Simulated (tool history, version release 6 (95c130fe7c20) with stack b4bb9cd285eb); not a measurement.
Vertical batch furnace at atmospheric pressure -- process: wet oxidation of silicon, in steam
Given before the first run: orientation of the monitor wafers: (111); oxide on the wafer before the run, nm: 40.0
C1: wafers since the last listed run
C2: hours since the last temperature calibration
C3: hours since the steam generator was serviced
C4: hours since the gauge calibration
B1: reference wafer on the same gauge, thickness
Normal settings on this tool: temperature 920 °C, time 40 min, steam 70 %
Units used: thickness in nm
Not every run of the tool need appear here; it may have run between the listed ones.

Run 1, hour 0: usual settings; C1 0; C2 3795.7; C3 2455.1; C4 174.9; B1 160.18. Result: thickness 190.47 nm.
Run 2, hour 11.3: usual settings; C1 99; C2 3807; C3 2466.4; C4 186.2; B1 159.97. Result: thickness 191.08 nm.
Run 3, hour 20: usual settings; C1 76; C2 3815.7; C3 2475.1; C4 194.9; B1 159.95. Result: thickness 190.78 nm.
Run 4, hour 37.2: usual settings; C1 151; C2 3832.9; C3 2492.3; C4 212.1; B1 159.94. Result: thickness 189.86 nm.
Run 5, hour 50: usual settings; C1 113; C2 3845.7; C3 2505.1; C4 224.9; B1 159.85. Result: thickness 190.93 nm.
Run 6, hour 65.4: usual settings; C1 136; C2 3861.1; C3 2520.5; C4 240.3; B1 160.39. Result: thickness 190.04 nm.
Run 7, hour 78.1: usual settings; C1 112; C2 3873.8; C3 2533.2; C4 253; B1 160.05. Result: thickness 193.41 nm.
Run 8, hour 85.6: usual settings but temperature 904 °C; C1 66; C2 3881.3; C3 2540.7; C4 260.5; B1 160.14. Result: thickness 165.49 nm.
Run 9, hour 102.1: usual settings but temperature 904 °C; C1 145; C2 3897.8; C3 2557.2; C4 277; B1 159.89. Result: thickness 165.39 nm.
Run 10, hour 142.7: usual settings but time 49.5 min; C1 358; C2 3938.4; C3 2597.8; C4 317.6; B1 160.39. Result: thickness 220.26 nm.
Run 11, hour 156.7: usual settings but time 49.5 min; C1 123; C2 3952.4; C3 2611.8; C4 331.6; B1 159.7. Result: thickness 217.96 nm.
At hour 191: thermocouples replaced and temperature profile calibrated.
Run 12, hour 191.5: usual settings but temperature 914 °C, steam 62 %; C1 95; C2 0.5; C3 2646.6; C4 366.4; B1 160.26. Result: thickness 169.42 nm.
Run 13, hour 195.8: usual settings but temperature 914 °C, steam 62 %; C1 37; C2 4.8; C3 2650.9; C4 370.7; B1 160.13. Result: thickness 168.78 nm.
Run 14, hour 206.4: usual settings but temperature 914 °C, steam 62 %; C1 93; C2 15.4; C3 2661.5; C4 381.3; B1 159.92. Result: thickness 166.27 nm.
Run 15, hour 214.6: usual settings; C1 72; C2 23.6; C3 2669.7; C4 389.5; B1 159.86. Result: thickness 190.8 nm.
Run 16, hour 224.5: usual settings but temperature 938 °C, time 49.5 min, steam 59 %; C1 87; C2 33.5; C3 2679.6; C4 399.4; B1 159.98. Result: thickness 225.47 nm.
Run 17, hour 238: usual settings but time 29.5 min; C1 119; C2 47; C3 2693.1; C4 412.9; B1 159.78. Result: thickness 158.13 nm.
Run 18, hour 255.8: usual settings but time 53 min, steam 81 %; C1 157; C2 64.8; C3 2710.9; C4 430.7; B1 160.16. Result: thickness 254.5 nm.
Run 19, hour 272.2: usual settings but temperature 914 °C, time 56 min, steam 59 %; C1 144; C2 81.2; C3 2727.3; C4 447.1; B1 159.87. Result: thickness 203.67 nm.
Run 20, hour 280.2: usual settings but temperature 926 °C; C1 70; C2 89.2; C3 2735.3; C4 455.1; B1 159.97. Result: thickness 200.29 nm.
At hour 294.1: gauge calibrated.
At hour 304.7: steam generator serviced.
Run 21, hour 305.2: usual settings but time 22 min; C1 8; C2 114.2; C3 0.5; C4 11.1; B1 160.08. Result: thickness 130.37 nm.
Run 22, hour 309.5: usual settings but time 57.5 min; C1 37; C2 118.5; C3 4.8; C4 15.4; B1 160.41. Result: thickness 243.69 nm.
Run 23, hour 319: usual settings; C1 83; C2 128; C3 14.3; C4 24.9; B1 159.84. Result: thickness 191.93 nm.
Run 24, hour 335.7: usual settings; C1 147; C2 144.7; C3 31; C4 41.6; B1 160.13. Result: thickness 190.76 nm.
Run 25, hour 347.2: usual settings but time 49.5 min; C1 101; C2 156.2; C3 42.5; C4 53.1; B1 159.68. Result: thickness 221.76 nm.
Run 26, hour 387.4: usual settings but time 31 min; C1 355; C2 196.4; C3 82.7; C4 93.3; B1 160.22. Result: thickness 162.5 nm.
Run 27, hour 405.3: usual settings but time 33 min, steam 66 %; C1 158; C2 214.3; C3 100.6; C4 111.2; B1 160.08. Result: thickness 162.42 nm.
Run 28, hour 415.6: usual settings but temperature 899 °C, time 45 min, steam 77 %; C1 90; C2 224.6; C3 110.9; C4 121.5; B1 160.09. Result: thickness 184.03 nm.
Run 29, hour 427.8: usual settings but temperature 910 °C, time 29.5 min; C1 107; C2 236.8; C3 123.1; C4 133.7; B1 160.09. Result: thickness 143.5 nm.

Below are 4 alternative next runs, each starting from the tool's condition after run 29. Predict each:
Run A, hour 432.2: usual settings; C1 38; C2 241.2; C3 127.5; C4 138.1; B1 ?. Result: thickness ?.
Run B, hour 432.2: usual settings but temperature 910 °C, time 25.5 min, steam 77 %; C1 38; C2 241.2; C3 127.5; C4 138.1; B1 ?. Result: thickness ?.
Run C, hour 432.2: usual settings but temperature 936 °C, time 30 min, steam 74 %; C1 38; C2 241.2; C3 127.5; C4 138.1; B1 ?. Result: thickness ?.
Run D, hour 432.2: usual settings but steam 62 %; C1 38; C2 241.2; C3 127.5; C4 138.1; B1 ?. Result: thickness ?.

run      B1  thickness
  A  159.86     190.74
  B  159.86      139.8
  C  159.86     185.45
  D  159.86     176.15
With the hidden condition removed and each run's random variation left untouched, the same runs would have given:
run  thickness
  A     190.74
  B      139.8
  C     185.45
  D     176.15

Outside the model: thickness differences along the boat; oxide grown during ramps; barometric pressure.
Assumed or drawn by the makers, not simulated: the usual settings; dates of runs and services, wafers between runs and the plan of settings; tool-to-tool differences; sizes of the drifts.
